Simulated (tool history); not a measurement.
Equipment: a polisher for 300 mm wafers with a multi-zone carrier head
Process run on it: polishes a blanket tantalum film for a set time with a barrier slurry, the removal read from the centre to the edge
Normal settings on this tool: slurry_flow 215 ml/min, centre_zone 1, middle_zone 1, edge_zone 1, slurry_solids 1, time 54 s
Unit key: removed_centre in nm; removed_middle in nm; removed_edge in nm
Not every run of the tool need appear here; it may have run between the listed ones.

| run | day | slurry_flow | centre_zone | middle_zone | edge_zone | slurry_solids | time | incoming thickness of the incoming film, nm | removed_centre | removed_middle | removed_edge |
|---|---|---|---|---|---|---|---|---|---|---|---|
| 1 | 0 | 215 | 1 | 1 | 1 | 1 | 54 | 186.8 | 70.2 | 70 | 71.7 |
|  | 1.796 | worn pad replaced by a new one |
| 2 | 3.262 | 215 | 1 | 1 | 1 | 1 | 54 | 187.5 | 66.2 | 66.6 | 68.1 |
|  | 4.846 | centre zone pressure recalibrated |
| 3 | 5.525 | 215 | 1 | 1 | 1 | 1 | 54 | 191 | 64.7 | 64.9 | 66.9 |
|  | 6.783 | slurry nozzle cleaned |
| 4 | 7.296 | 215 | 1 | 1 | 1 | 1 | 54 | 188.1 | 64.1 | 65 | 65.8 |
|  | 8.546 | edge zone pressure recalibrated |
| 5 | 9.033 | 215 | 1 | 1 | 1 | 1 | 63 | 190.4 | 75 | 75.3 | 75.3 |
| 6 | 13.075 | 215 | 1 | 1 | 1 | 1 | 63 | 189.8 | 74.5 | 73.9 | 74.7 |
| 7 | 14.725 | 215 | 1 | 1 | 1 | 1 | 63 | 191.9 | 73.4 | 73.8 | 76.9 |
|  | 16.279 | worn pad replaced by a new one, repeated, since the last time left the tool worse |
| 8 | 17.996 | 215 | 1.07 | 1 | 1.1 | 0.8 | 54 | 190.9 | 68.5 | 63.5 | 68.8 |
|  | 19.279 | centre zone pressure recalibrated |
| 9 | 21.962 | 215 | 1.09 | 0.91 | 1 | 1 | 54 | 189.9 | 80.1 | 66.3 | 71.7 |
|  | 22.325 | edge zone pressure recalibrated |
| 10 | 25.117 | 215 | 1.07 | 1 | 1 | 0.75 | 69 | 191.7 | 78.7 | 75.8 | 75.7 |
| 11 | 28.492 | 215 | 1.09 | 1 | 1 | 1 | 46 | 188.5 | 64.3 | 59 | 61.2 |
| 12 | 31.142 | 215 | 1 | 1 | 0.95 | 1 | 54 | 188 | 69 | 71.1 | 69.7 |
| 13 | 33 | 235 | 1.08 | 1 | 1 | 1 | 40 | 190.8 | 56.5 | 53.6 | 53.2 |
|  | 33.817 | worn pad replaced by a new one |
|  | 33.933 | carrier head's membrane replaced by a new one |
|  | 35.171 | centre zone pressure recalibrated |
|  | 35.917 | slurry nozzle cleaned |
| 14 | 37.354 | 215 | 1.1 | 1 | 1 | 1.1 | 54 | 192.6 | 82.7 | 76.8 | 76.8 |
| 15 | 39.15 | 215 | 1.07 | 1 | 1.1 | 0.8 | 54 | 193.3 | 67 | 63.9 | 68.2 |
|  | 39.354 | edge zone pressure recalibrated |
| 16 | 42.875 | 275 | 0.89 | 1 | 1 | 1 | 60 | 189.4 | 72.3 | 80.1 | 80.8 |
| 17 | 45.354 | 190 | 1.04 | 0.89 | 1.09 | 1 | 54 | 191.3 | 71.9 | 62.8 | 73.5 |
| 18 | 47.129 | 140 | 0.94 | 1.1 | 1 | 1 | 45 | 190.7 | 52.4 | 61.2 | 57 |
| 19 | 49.821 | 215 | 1 | 1 | 1 | 1 | 60 | 186.8 | 78.2 | 78.7 | 79.7 |
|  | 50.196 | worn pad replaced by a new one |
|  | 52.183 | centre zone pressure recalibrated |
| 20 | 53.867 | 215 | 1.07 | 1 | 1 | 0.75 | 69 | 188.6 | 82.2 | 78.8 | 78.2 |
|  | 55.746 | edge zone pressure recalibrated |
| 21 | 56.312 | 215 | 1 | 1.05 | 0.94 | 0.75 | 54 | 190.2 | 60.8 | 60.8 | 59.6 |
| 22 | 58.083 | 215 | 1 | 1 | 1 | 1 | 54 | 192.3 | 71.3 | 71.2 | 72.9 |

Hidden state, per run?
slurry flow missing at the pad, %: 0 across all the runs
deviation of the centre zone's pressure from its setpoint, %: 0 across all the runs
deviation of the edge zone's pressure from its setpoint, %: 0 across all the runs
H1: removal rate lost through wear of the pad, %
| run | H1 |
|---|---|
| 1 | 6.03 |
| 2 | 11.3 |
| 3 | 13 |
| 4 | 13.8 |
| 5 | 14.4 |
| 6 | 15.3 |
| 7 | 15.5 |
| 8 | 2.36 |
| 9 | 4.71 |
| 10 | 5.67 |
| 11 | 6.23 |
| 12 | 6.48 |
| 13 | 6.59 |
| 14 | 3.58 |
| 15 | 4.49 |
| 16 | 5.64 |
| 17 | 6.07 |
| 18 | 6.27 |
| 19 | 6.48 |
| 20 | 3.12 |
| 21 | 4.27 |
| 22 | 4.83 |
